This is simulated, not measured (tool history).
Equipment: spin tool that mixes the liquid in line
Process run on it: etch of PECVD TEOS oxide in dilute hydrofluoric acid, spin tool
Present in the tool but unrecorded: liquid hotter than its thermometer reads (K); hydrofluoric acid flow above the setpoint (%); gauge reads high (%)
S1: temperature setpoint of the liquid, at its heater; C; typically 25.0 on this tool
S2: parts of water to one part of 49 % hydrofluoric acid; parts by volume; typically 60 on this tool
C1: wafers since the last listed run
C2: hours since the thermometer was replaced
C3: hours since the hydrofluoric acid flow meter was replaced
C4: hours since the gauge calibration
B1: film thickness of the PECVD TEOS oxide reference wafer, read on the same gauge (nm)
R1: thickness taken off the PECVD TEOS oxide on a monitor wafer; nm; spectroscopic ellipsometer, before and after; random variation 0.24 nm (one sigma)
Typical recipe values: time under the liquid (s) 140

run 1 hour=0.0 | S1=21.5 S2=60 time_under_the_liquid_(s)=185 | C1=0 C2=1583.5 C3=210.2 C4=684.8 | B1=110.00 | R1=44.81
run 2 hour=21.6 | S1=21.5 S2=60 time_under_the_liquid_(s)=185 | C1=194 C2=1605.1 C3=231.8 C4=706.4 | B1=109.98 | R1=44.93
run 3 hour=51.5 | S1=25.0 S2=40 time_under_the_liquid_(s)=140 | C1=269 C2=1635.0 C3=261.7 C4=736.3 | B1=110.00 | R1=60.23
run 4 hour=76.7 | S1=25.0 S2=40 time_under_the_liquid_(s)=140 | C1=227 C2=1660.2 C3=286.9 C4=761.5 | B1=110.02 | R1=60.74
run 5 hour=90.6 | S1=25.0 S2=60 time_under_the_liquid_(s)=110 | C1=125 C2=1674.1 C3=300.8 C4=775.4 | B1=109.99 | R1=30.97
-- hour=95.3 gauge calibrated
run 6 hour=113.3 | S1=25.0 S2=60 time_under_the_liquid_(s)=110 | C1=204 C2=1696.8 C3=323.5 C4=18.0 | B1=109.99 | R1=31.28
run 7 hour=138.8 | S1=25.0 S2=60 time_under_the_liquid_(s)=140 | C1=230 C2=1722.3 C3=349.0 C4=43.5 | B1=110.00 | R1=39.64
run 8 hour=161.7 | S1=25.0 S2=60 time_under_the_liquid_(s)=140 | C1=206 C2=1745.2 C3=371.9 C4=66.4 | B1=110.01 | R1=39.17
run 9 hour=195.3 | S1=25.0 S2=60 time_under_the_liquid_(s)=140 | C1=303 C2=1778.8 C3=405.5 C4=100.0 | B1=110.02 | R1=39.62
run 10 hour=298.5 | S1=29.5 S2=80 time_under_the_liquid_(s)=220 | C1=930 C2=1882.0 C3=508.7 C4=203.2 | B1=109.99 | R1=54.05
run 11 hour=325.4 | S1=20.5 S2=60 time_under_the_liquid_(s)=80 | C1=242 C2=1908.9 C3=535.6 C4=230.1 | B1=110.02 | R1=18.92
run 12 hour=350.3 | S1=23.0 S2=60 time_under_the_liquid_(s)=140 | C1=224 C2=1933.8 C3=560.5 C4=255.0 | B1=109.99 | R1=36.47
run 13 hour=381.5 | S1=29.0 S2=60 time_under_the_liquid_(s)=140 | C1=281 C2=1965.0 C3=591.7 C4=286.2 | B1=110.01 | R1=47.00
run 14 hour=407.8 | S1=22.5 S2=35 time_under_the_liquid_(s)=215 | C1=237 C2=1991.3 C3=618.0 C4=312.5 | B1=110.00 | R1=98.21
run 15 hour=441.1 | S1=25.0 S2=60 time_under_the_liquid_(s)=140 | C1=300 C2=2024.6 C3=651.3 C4=345.8 | B1=110.00 | R1=40.08
run 16 hour=463.3 | S1=28.0 S2=60 time_under_the_liquid_(s)=190 | C1=200 C2=2046.8 C3=673.5 C4=368.0 | B1=110.01 | R1=61.23
-- hour=494.1 thermometer replaced
run 17 hour=496.8 | S1=25.0 S2=60 time_under_the_liquid_(s)=140 | C1=293 C2=2.7 C3=707.0 C4=401.5 | B1=109.99 | R1=39.89
run 18 hour=520.9 | S1=21.5 S2=60 time_under_the_liquid_(s)=95 | C1=217 C2=26.8 C3=731.1 C4=425.6 | B1=109.99 | R1=23.63
run 19 hour=548.8 | S1=30.0 S2=80 time_under_the_liquid_(s)=80 | C1=251 C2=54.7 C3=759.0 C4=453.5 | B1=110.02 | R1=20.29
-- hour=578.1 hydrofluoric acid flow meter replaced
run 20 hour=584.8 | S1=25.0 S2=50 time_under_the_liquid_(s)=75 | C1=315 C2=90.7 C3=6.7 C4=489.5 | B1=110.01 | R1=25.64
run 21 hour=597.4 | S1=25.0 S2=60 time_under_the_liquid_(s)=80 | C1=113 C2=103.3 C3=19.3 C4=502.1 | B1=110.04 | R1=22.37
run 22 hour=629.2 | S1=25.0 S2=60 time_under_the_liquid_(s)=140 | C1=286 C2=135.1 C3=51.1 C4=533.9 | B1=110.00 | R1=39.13
run 23 hour=649.1 | S1=25.0 S2=60 time_under_the_liquid_(s)=140 | C1=179 C2=155.0 C3=71.0 C4=553.8 | B1=110.02 | R1=39.48
run 24 hour=663.8 | S1=25.0 S2=60 time_under_the_liquid_(s)=140 | C1=132 C2=169.7 C3=85.7 C4=568.5 | B1=110.02 | R1=39.28
run 25 hour=682.5 | S1=25.0 S2=60 time_under_the_liquid_(s)=140 | C1=168 C2=188.4 C3=104.4 C4=587.2 | B1=110.02 | R1=39.44
run 26 hour=698.0 | S1=22.5 S2=60 time_under_the_liquid_(s)=185 | C1=139 C2=203.9 C3=119.9 C4=602.7 | B1=109.99 | R1=47.13
run 27 hour=732.1 | S1=21.0 S2=45 time_under_the_liquid_(s)=140 | C1=307 C2=238.0 C3=154.0 C4=636.8 | B1=110.01 | R1=45.55
run 28 hour=751.9 | S1=28.0 S2=60 time_under_the_liquid_(s)=190 | C1=178 C2=257.8 C3=173.8 C4=656.6 | B1=109.97 | R1=60.41
run 29 hour=787.0 | S1=26.5 S2=75 time_under_the_liquid_(s)=95 | C1=316 C2=292.9 C3=208.9 C4=691.7 | B1=109.98 | R1=22.34
run 30 hour=819.2 | S1=21.0 S2=45 time_under_the_liquid_(s)=140 | C1=290 C2=325.1 C3=241.1 C4=723.9 | B1=110.02 | R1=45.39
run 31 hour=852.5 | S1=23.0 S2=35 time_under_the_liquid_(s)=140 | C1=300 C2=358.4 C3=274.4 C4=757.2 | B1=109.97 | R1=64.71
run 32 hour=865.9 | S1=20.5 S2=60 time_under_the_liquid_(s)=140 | C1=120 C2=371.8 C3=287.8 C4=770.6 | B1=109.98 | R1=33.01
run 33 hour=888.0 | S1=25.0 S2=60 time_under_the_liquid_(s)=140 | C1=199 C2=393.9 C3=309.9 C4=792.7 | B1=110.01 | R1=39.74

Branching from run 33: 4 alternative next runs. What would each branch give?
run A hour=888.5 | S1=25.0 S2=60 time_under_the_liquid_(s)=140 | C1=4 C2=394.4 C3=310.4 C4=793.2 | B1=? | R1=?
run B hour=888.5 | S1=25.0 S2=35 time_under_the_liquid_(s)=140 | C1=4 C2=394.4 C3=310.4 C4=793.2 | B1=? | R1=?
run C hour=888.5 | S1=28.0 S2=70 time_under_the_liquid_(s)=140 | C1=4 C2=394.4 C3=310.4 C4=793.2 | B1=? | R1=?
run D hour=888.5 | S1=27.0 S2=60 time_under_the_liquid_(s)=140 | C1=4 C2=394.4 C3=310.4 C4=793.2 | B1=? | R1=?

run=A B1=109.97 R1=39.21
run=B B1=109.97 R1=69.51
run=C B1=109.97 R1=37.37
run=D B1=109.97 R1=42.49
With no hidden state in the tool, these same runs would have given:
run=A R1=38.64
run=B R1=68.53
run=C R1=36.81
run=D R1=41.87

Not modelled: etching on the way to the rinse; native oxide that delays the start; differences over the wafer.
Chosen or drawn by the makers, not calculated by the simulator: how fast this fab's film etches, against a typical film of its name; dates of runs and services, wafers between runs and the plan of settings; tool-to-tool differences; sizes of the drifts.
